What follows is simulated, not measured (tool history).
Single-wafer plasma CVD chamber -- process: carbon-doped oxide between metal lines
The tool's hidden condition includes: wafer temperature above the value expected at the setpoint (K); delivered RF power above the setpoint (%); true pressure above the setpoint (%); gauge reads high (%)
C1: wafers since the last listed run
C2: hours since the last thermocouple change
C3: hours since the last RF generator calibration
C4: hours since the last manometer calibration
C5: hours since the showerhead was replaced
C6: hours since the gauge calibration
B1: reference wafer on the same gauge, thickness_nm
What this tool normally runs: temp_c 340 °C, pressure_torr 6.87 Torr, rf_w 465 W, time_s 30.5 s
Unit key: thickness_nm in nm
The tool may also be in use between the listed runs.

{"run": 1, "hour": 0.0, "temp_c": 340, "pressure_torr": 6.87, "rf_w": 465, "time_s": 30.5, "C1": 0, "C2": 858, "C3": 1367.6, "C4": 2675.6, "C5": 3265, "C6": 306.8, "B1": 154.331, "thickness_nm": 167.214}
{"run": 2, "hour": 21.7, "temp_c": 340, "pressure_torr": 6.87, "rf_w": 465, "time_s": 26.3, "C1": 584, "C2": 879.7, "C3": 1389.3, "C4": 2697.3, "C5": 3286.7, "C6": 328.5, "B1": 154.457, "thickness_nm": 144.432}
{"run": 3, "hour": 56.2, "temp_c": 340, "pressure_torr": 6.87, "rf_w": 465, "time_s": 26.3, "C1": 929, "C2": 914.2, "C3": 1423.8, "C4": 2731.8, "C5": 3321.2, "C6": 363, "B1": 154.59, "thickness_nm": 145.063}
{"run": 4, "hour": 73.4, "temp_c": 340, "pressure_torr": 6.87, "rf_w": 465, "time_s": 26.3, "C1": 463, "C2": 931.4, "C3": 1441, "C4": 2749, "C5": 3338.4, "C6": 380.2, "B1": 154.961, "thickness_nm": 144.562}
{"run": 5, "hour": 92.7, "temp_c": 340, "pressure_torr": 6.87, "rf_w": 465, "time_s": 30.5, "C1": 520, "C2": 950.7, "C3": 1460.3, "C4": 2768.3, "C5": 3357.7, "C6": 399.5, "B1": 154.993, "thickness_nm": 166.977}
{"run": 6, "hour": 126.6, "temp_c": 340, "pressure_torr": 6.87, "rf_w": 465, "time_s": 30.5, "C1": 913, "C2": 984.6, "C3": 1494.2, "C4": 2802.2, "C5": 3391.6, "C6": 433.4, "B1": 155.295, "thickness_nm": 167.594}
{"run": 7, "hour": 141.2, "temp_c": 340, "pressure_torr": 6.87, "rf_w": 465, "time_s": 30.5, "C1": 393, "C2": 999.2, "C3": 1508.8, "C4": 2816.8, "C5": 3406.2, "C6": 448, "B1": 155.238, "thickness_nm": 167.522}
{"run": 8, "hour": 163.4, "temp_c": 340, "pressure_torr": 6.87, "rf_w": 465, "time_s": 30.5, "C1": 598, "C2": 1021.4, "C3": 1531, "C4": 2839, "C5": 3428.4, "C6": 470.2, "B1": 155.444, "thickness_nm": 168.948}
{"run": 9, "hour": 192.3, "temp_c": 340, "pressure_torr": 6.87, "rf_w": 465, "time_s": 30.5, "C1": 778, "C2": 1050.3, "C3": 1559.9, "C4": 2867.9, "C5": 3457.3, "C6": 499.1, "B1": 155.644, "thickness_nm": 168.244}
{"run": 10, "hour": 220.2, "temp_c": 340, "pressure_torr": 6.87, "rf_w": 465, "time_s": 34.8, "C1": 751, "C2": 1078.2, "C3": 1587.8, "C4": 2895.8, "C5": 3485.2, "C6": 527, "B1": 155.632, "thickness_nm": 192.809}
{"run": 11, "hour": 239.5, "temp_c": 340, "pressure_torr": 6.87, "rf_w": 465, "time_s": 34.8, "C1": 520, "C2": 1097.5, "C3": 1607.1, "C4": 2915.1, "C5": 3504.5, "C6": 546.3, "B1": 155.865, "thickness_nm": 194.04}
{"hour": 249.4, "done": "showerhead replaced"}
{"run": 12, "hour": 267.4, "temp_c": 340, "pressure_torr": 6.87, "rf_w": 465, "time_s": 34.8, "C1": 536, "C2": 1125.4, "C3": 1635, "C4": 2943, "C5": 18, "C6": 574.2, "B1": 155.904, "thickness_nm": 193.803}
{"run": 13, "hour": 295.2, "temp_c": 340, "pressure_torr": 6.87, "rf_w": 465, "time_s": 30.5, "C1": 749, "C2": 1153.2, "C3": 1662.8, "C4": 2970.8, "C5": 45.8, "C6": 602, "B1": 156.207, "thickness_nm": 170.394}
{"run": 14, "hour": 321.1, "temp_c": 345, "pressure_torr": 6.87, "rf_w": 465, "time_s": 36, "C1": 697, "C2": 1179.1, "C3": 1688.7, "C4": 2996.7, "C5": 71.7, "C6": 627.9, "B1": 156.387, "thickness_nm": 197.212}
{"run": 15, "hour": 352.7, "temp_c": 340, "pressure_torr": 7.82, "rf_w": 465, "time_s": 30.5, "C1": 851, "C2": 1210.7, "C3": 1720.3, "C4": 3028.3, "C5": 103.3, "C6": 659.5, "B1": 156.593, "thickness_nm": 171.449}
{"hour": 372.6, "done": "RF generator calibrated"}
{"hour": 378.6, "done": "capacitance manometer re-zeroed and calibrated"}
{"run": 16, "hour": 379.1, "temp_c": 340, "pressure_torr": 6.87, "rf_w": 465, "time_s": 30.5, "C1": 333, "C2": 1237.1, "C3": 6.5, "C4": 0.5, "C5": 129.7, "C6": 685.9, "B1": 156.734, "thickness_nm": 170.49}
{"run": 17, "hour": 403.7, "temp_c": 332, "pressure_torr": 5.86, "rf_w": 545, "time_s": 32.4, "C1": 662, "C2": 1261.7, "C3": 31.1, "C4": 25.1, "C5": 154.3, "C6": 710.5, "B1": 156.734, "thickness_nm": 205.524}
{"run": 18, "hour": 434.5, "temp_c": 340, "pressure_torr": 5.82, "rf_w": 465, "time_s": 30.5, "C1": 830, "C2": 1292.5, "C3": 61.9, "C4": 55.9, "C5": 185.1, "C6": 741.3, "B1": 157.117, "thickness_nm": 167.541}
{"run": 19, "hour": 449.0, "temp_c": 345, "pressure_torr": 7.91, "rf_w": 465, "time_s": 30.5, "C1": 390, "C2": 1307, "C3": 76.4, "C4": 70.4, "C5": 199.6, "C6": 755.8, "B1": 157.048, "thickness_nm": 168.424}
{"run": 20, "hour": 462.1, "temp_c": 340, "pressure_torr": 6.87, "rf_w": 465, "time_s": 30.5, "C1": 353, "C2": 1320.1, "C3": 89.5, "C4": 83.5, "C5": 212.7, "C6": 768.9, "B1": 157.306, "thickness_nm": 170.262}
{"hour": 474.3, "done": "thermocouple changed; heater temperature recalibrated"}
{"run": 21, "hour": 482.9, "temp_c": 340, "pressure_torr": 6.87, "rf_w": 465, "time_s": 36.1, "C1": 344, "C2": 8.6, "C3": 110.3, "C4": 104.3, "C5": 233.5, "C6": 789.7, "B1": 157.37, "thickness_nm": 200.768}
{"hour": 490.2, "done": "gauge calibrated"}
{"run": 22, "hour": 510.8, "temp_c": 355, "pressure_torr": 8.43, "rf_w": 510, "time_s": 25.7, "C1": 751, "C2": 36.5, "C3": 138.2, "C4": 132.2, "C5": 261.4, "C6": 20.6, "B1": 152.243, "thickness_nm": 144.346}
{"run": 23, "hour": 587.5, "temp_c": 340, "pressure_torr": 6.87, "rf_w": 465, "time_s": 30.5, "C1": 2066, "C2": 113.2, "C3": 214.9, "C4": 208.9, "C5": 338.1, "C6": 97.3, "B1": 152.786, "thickness_nm": 165.411}
{"run": 24, "hour": 612.8, "temp_c": 340, "pressure_torr": 6.87, "rf_w": 390, "time_s": 33, "C1": 681, "C2": 138.5, "C3": 240.2, "C4": 234.2, "C5": 363.4, "C6": 122.6, "B1": 152.889, "thickness_nm": 153.538}
{"run": 25, "hour": 648.4, "temp_c": 352, "pressure_torr": 6.21, "rf_w": 465, "time_s": 30.5, "C1": 959, "C2": 174.1, "C3": 275.8, "C4": 269.8, "C5": 399, "C6": 158.2, "B1": 153.092, "thickness_nm": 158.521}
{"run": 26, "hour": 665.6, "temp_c": 352, "pressure_torr": 8.15, "rf_w": 520, "time_s": 30.5, "C1": 463, "C2": 191.3, "C3": 293, "C4": 287, "C5": 416.2, "C6": 175.4, "B1": 153.356, "thickness_nm": 175.386}

Across each entry between runs, compare the hidden state at the last listed run before it with the hidden state at the first listed run after it:
From run 11 to run 12: showerhead replaced (hour 249.4)
  gauge reads high (%): 2.55 -> 2.66
  measured less the result without the state, thickness_nm: +4.828 -> +5.027 nm
From run 15 to run 16: RF generator calibrated (hour 372.6); capacitance manometer re-zeroed and calibrated (hour 378.6)
  gauge reads high (%): 3 -> 3.11
  measured less the result without the state, thickness_nm: +5.001 -> +5.142 nm
From run 20 to run 21: thermocouple changed; heater temperature recalibrated (hour 474.3)
  gauge reads high (%): 3.44 -> 3.53
  measured less the result without the state, thickness_nm: +5.666 -> +6.837 nm
From run 21 to run 22: gauge calibrated (hour 490.2)
  gauge reads high (%): 3.53 -> 0.203
  measured less the result without the state, thickness_nm: +6.837 -> +0.292 nm

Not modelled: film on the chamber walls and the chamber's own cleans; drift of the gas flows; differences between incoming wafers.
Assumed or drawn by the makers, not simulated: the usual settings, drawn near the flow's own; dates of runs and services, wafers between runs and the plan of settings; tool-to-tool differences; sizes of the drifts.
